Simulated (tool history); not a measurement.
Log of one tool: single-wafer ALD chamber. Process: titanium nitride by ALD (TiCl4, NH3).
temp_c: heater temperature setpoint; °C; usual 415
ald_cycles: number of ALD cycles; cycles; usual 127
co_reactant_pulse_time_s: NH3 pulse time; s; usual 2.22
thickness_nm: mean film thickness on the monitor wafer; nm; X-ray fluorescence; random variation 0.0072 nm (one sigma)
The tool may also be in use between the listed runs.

run     day  temp_c  ald_cycles  co_reactant_pulse_time_s  read-back reference wafer on the same gauge, thickness_nm  thickness_nm
  1   0.000     415         145                      2.22                                                      2.381         3.264
  2   2.979     415         145                      2.22                                                      2.381         3.278
      4.292  -- gauge calibrated
  3   4.471     415         127                      2.22                                                      2.381         2.862
  4   6.500     415         127                      1.53                                                      2.380         2.784
  5   9.000     415         127                      1.53                                                      2.380         2.784
  6  13.721     415         112                      2.22                                                      2.377         2.535
  7  14.933     415         140                      2.22                                                      2.378         3.156
  8  16.925     415         140                      2.22                                                      2.381         3.160
  9  17.929     415         140                      2.22                                                      2.381         3.150
 10  19.638     408         127                      1.77                                                      2.381         2.805
 11  22.333     408         127                      1.77                                                      2.379         2.819
 12  25.038     408         127                      1.77                                                      2.378         2.815
 13  27.079     418         127                      1.68                                                      2.382         2.816
 14  28.658     418         127                      1.68                                                      2.379         2.819
 15  30.417     415         127                      2.22                                                      2.381         2.859
 16  33.067     415         127                      2.22                                                      2.380         2.862
 17  35.654     415         134                      1.58                                                      2.381         2.959
 18  37.933     415         127                      1.91                                                      2.379         2.842
     38.338  -- gauge calibrated
 19  39.983     415         102                      2.22                                                      2.379         2.307
 20  41.171     415         127                      2.22                                                      2.379         2.871
     42.512  -- showerhead replaced
     42.542  -- thermocouple changed; heater temperature recalibrated
 21  42.971     406         112                      2.75                                                      2.379         2.546
 22  45.667     421         134                      1.37                                                      2.381         2.908
 23  47.888     408         127                      1.77                                                      2.380         2.808
 24  49.700     408         145                      1.89                                                      2.379         3.235
 25  51.417     411         136                      1.34                                                      2.377         2.924
 26  52.438     426         127                      2.22                                                      2.381         2.879
 27  55.396     415         107                      2.22                                                      2.384         2.416
 28  56.975     419         148                      2.61                                                      2.382         3.348
 29  58.529     410         142                      1.98                                                      2.381         3.174
 30  60.479     421         145                      2.45                                                      2.380         3.292
 31  62.983     415         127                      2.22                                                      2.379         2.870
 32  64.742     415         127                      2.22                                                      2.381         2.867
 33  67.188     415         136                      1.55                                                      2.378         2.982

The tool's hidden state at each run:
wafer temperature above the value expected at the setpoint (K): 0 in every run
gauge reads high (%): 0 in every run
